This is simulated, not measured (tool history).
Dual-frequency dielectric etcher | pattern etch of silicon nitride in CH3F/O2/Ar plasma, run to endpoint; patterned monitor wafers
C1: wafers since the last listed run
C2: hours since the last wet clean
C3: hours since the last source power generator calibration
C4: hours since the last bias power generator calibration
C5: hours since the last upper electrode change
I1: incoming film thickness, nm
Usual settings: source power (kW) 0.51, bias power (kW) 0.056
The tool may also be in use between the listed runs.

{"run": 1, "hour": 0.0, "source power (kW)": 0.51, "bias power (kW)": 0.056, "C1": 0, "C2": 75.9, "C3": 2292.6, "C4": 3810.5, "C5": 1452.7, "I1": 34.72, "endpoint time (s)": 49}
{"run": 2, "hour": 60.3, "source power (kW)": 0.51, "bias power (kW)": 0.064, "C1": 450, "C2": 136.2, "C3": 2352.9, "C4": 3870.8, "C5": 1513, "I1": 35.17, "endpoint time (s)": 47.7}
{"run": 3, "hour": 105.9, "source power (kW)": 0.51, "bias power (kW)": 0.064, "C1": 340, "C2": 181.8, "C3": 2398.5, "C4": 3916.4, "C5": 1558.6, "I1": 34.81, "endpoint time (s)": 46.9}
{"run": 4, "hour": 174.2, "source power (kW)": 0.51, "bias power (kW)": 0.064, "C1": 510, "C2": 250.1, "C3": 2466.8, "C4": 3984.7, "C5": 1626.9, "I1": 34.69, "endpoint time (s)": 46.9}
{"run": 5, "hour": 229.4, "source power (kW)": 0.51, "bias power (kW)": 0.056, "C1": 412, "C2": 305.3, "C3": 2522, "C4": 4039.9, "C5": 1682.1, "I1": 34.97, "endpoint time (s)": 49.5}
{"hour": 293.5, "done": "wet clean of the chamber"}
{"run": 6, "hour": 294.0, "source power (kW)": 0.51, "bias power (kW)": 0.056, "C1": 303, "C2": 0.5, "C3": 2586.6, "C4": 4104.5, "C5": 1746.7, "I1": 35.25, "endpoint time (s)": 49.7}
{"run": 7, "hour": 306.2, "source power (kW)": 0.57, "bias power (kW)": 0.056, "C1": 91, "C2": 12.7, "C3": 2598.8, "C4": 4116.7, "C5": 1758.9, "I1": 34.81, "endpoint time (s)": 47.5}
{"run": 8, "hour": 346.3, "source power (kW)": 0.57, "bias power (kW)": 0.056, "C1": 299, "C2": 52.8, "C3": 2638.9, "C4": 4156.8, "C5": 1799, "I1": 34.96, "endpoint time (s)": 47.1}
{"run": 9, "hour": 391.8, "source power (kW)": 0.57, "bias power (kW)": 0.056, "C1": 340, "C2": 98.3, "C3": 2684.4, "C4": 4202.3, "C5": 1844.5, "I1": 35.02, "endpoint time (s)": 47.7}
{"run": 10, "hour": 417.5, "source power (kW)": 0.51, "bias power (kW)": 0.056, "C1": 192, "C2": 124, "C3": 2710.1, "C4": 4228, "C5": 1870.2, "I1": 34.69, "endpoint time (s)": 48.7}
{"run": 11, "hour": 462.9, "source power (kW)": 0.45, "bias power (kW)": 0.056, "C1": 339, "C2": 169.4, "C3": 2755.5, "C4": 4273.4, "C5": 1915.6, "I1": 35.4, "endpoint time (s)": 52.2}
{"run": 12, "hour": 503.3, "source power (kW)": 0.45, "bias power (kW)": 0.056, "C1": 301, "C2": 209.8, "C3": 2795.9, "C4": 4313.8, "C5": 1956, "I1": 34.89, "endpoint time (s)": 51.4}
{"run": 13, "hour": 560.1, "source power (kW)": 0.51, "bias power (kW)": 0.056, "C1": 424, "C2": 266.6, "C3": 2852.7, "C4": 4370.6, "C5": 2012.8, "I1": 34.75, "endpoint time (s)": 49}
{"hour": 675.9, "done": "wet clean of the chamber"}
{"hour": 697.8, "done": "source power generator calibrated"}
{"hour": 749.8, "done": "upper electrode replaced"}
{"run": 14, "hour": 750.3, "source power (kW)": 0.51, "bias power (kW)": 0.056, "C1": 1032, "C2": 74.4, "C3": 52.5, "C4": 4560.8, "C5": 0.5, "I1": 34.55, "endpoint time (s)": 48.9}
{"run": 15, "hour": 766.7, "source power (kW)": 0.51, "bias power (kW)": 0.056, "C1": 122, "C2": 90.8, "C3": 68.9, "C4": 4577.2, "C5": 16.9, "I1": 34.79, "endpoint time (s)": 49}
{"run": 16, "hour": 825.2, "source power (kW)": 0.51, "bias power (kW)": 0.047, "C1": 437, "C2": 149.3, "C3": 127.4, "C4": 4635.7, "C5": 75.4, "I1": 34.73, "endpoint time (s)": 51.6}
{"run": 17, "hour": 867.1, "source power (kW)": 0.51, "bias power (kW)": 0.056, "C1": 313, "C2": 191.2, "C3": 169.3, "C4": 4677.6, "C5": 117.3, "I1": 34.92, "endpoint time (s)": 49.5}
{"run": 18, "hour": 942.2, "source power (kW)": 0.58, "bias power (kW)": 0.066, "C1": 561, "C2": 266.3, "C3": 244.4, "C4": 4752.7, "C5": 192.4, "I1": 34.77, "endpoint time (s)": 44.6}
{"hour": 1016.6, "done": "wet clean of the chamber"}
{"hour": 1056.1, "done": "bias power generator calibrated"}
{"run": 19, "hour": 1088.9, "source power (kW)": 0.4, "bias power (kW)": 0.056, "C1": 887, "C2": 72.3, "C3": 391.1, "C4": 32.8, "C5": 339.1, "I1": 35.02, "endpoint time (s)": 53.9}
{"run": 20, "hour": 1155.6, "source power (kW)": 0.46, "bias power (kW)": 0.049, "C1": 498, "C2": 139, "C3": 457.8, "C4": 99.5, "C5": 405.8, "I1": 34.8, "endpoint time (s)": 53.3}

The next listed run, before its measurement:
{"run": 21, "hour": 1226.8, "source power (kW)": 0.55, "bias power (kW)": 0.068, "C1": 532, "C2": 210.2, "C3": 529, "C4": 170.7, "C5": 477, "I1": 35.02, "endpoint time (s)": "?"}

{"run 21": {"endpoint time (s)": 45.3}}
Without the tool's hidden state the same run would have given endpoint time (s) 45.3.
